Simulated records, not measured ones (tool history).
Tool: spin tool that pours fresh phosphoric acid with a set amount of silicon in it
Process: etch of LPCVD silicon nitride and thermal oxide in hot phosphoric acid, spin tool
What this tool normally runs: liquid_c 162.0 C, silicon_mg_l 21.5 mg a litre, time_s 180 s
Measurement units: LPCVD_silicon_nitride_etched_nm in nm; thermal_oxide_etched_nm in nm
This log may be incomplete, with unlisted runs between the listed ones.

run	day	liquid_c	silicon_mg_l	time_s	wafers since the last listed run	hours since the thermometer was replaced	hours since the dissolved silicon flow meter was replaced	hours since the heated supply line was repaired	hours since the gauge calibration	read-back film thickness of the LPCVD silicon nitride reference wafer, read on the same gauge (nm)	read-back film thickness of the thermal oxide reference wafer, read on the same gauge (nm)	LPCVD_silicon_nitride_etched_nm	thermal_oxide_etched_nm
1	0.000	162.0	21.5	180	0	68.7	576.4	24.6	68.6	30.01	109.991	15.10	0.291
2	0.292	162.0	21.5	180	45	75.7	583.4	31.6	75.6	30.01	109.987	15.04	0.294
3	0.788	162.0	34.0	180	78	87.6	595.3	43.5	87.5	30.00	110.054	15.12	0.177
4	1.758	162.0	21.5	180	152	110.9	618.6	66.8	110.8	30.01	110.035	15.05	0.323
5	2.179	162.0	31.5	100	66	121.0	628.7	76.9	120.9	30.00	110.000	8.36	0.114
6	2.517	161.0	21.5	255	53	129.1	636.8	85.0	129.0	29.99	109.979	20.65	0.408
7	2.792	162.0	21.5	180	43	135.7	643.4	91.6	135.6	30.00	109.999	15.00	0.320
8	3.171	162.0	21.5	180	59	144.8	652.5	100.7	144.7	30.01	109.968	15.01	0.271
9	3.458	162.0	21.5	180	45	151.7	659.4	107.6	151.6	30.00	109.992	15.07	0.287
# day 3.825: dissolved silicon flow meter replaced
10	4.042	163.5	21.5	180	85	165.7	5.2	121.6	165.6	30.00	110.003	15.82	0.368
11	4.292	163.0	15.5	140	39	171.7	11.2	127.6	171.6	30.01	110.039	12.06	0.273
12	4.792	163.5	33.0	110	78	183.7	23.2	139.6	183.6	30.01	110.014	9.59	0.134

Run 13 is up next; what results do you expect?
13	5.258	162.0	37.0	180	73	194.9	34.4	150.8	194.8	?	?	?	?

read-back film thickness of the LPCVD silicon nitride reference wafer, read on the same gauge (nm): 30.01
read-back film thickness of the thermal oxide reference wafer, read on the same gauge (nm): 110.018
LPCVD_silicon_nitride_etched_nm: 15.02 nm
thermal_oxide_etched_nm: 0.170 nm
Without the tool's hidden state the same run would have given LPCVD_silicon_nitride_etched_nm 15.47 nm, thermal_oxide_etched_nm 0.181 nm.
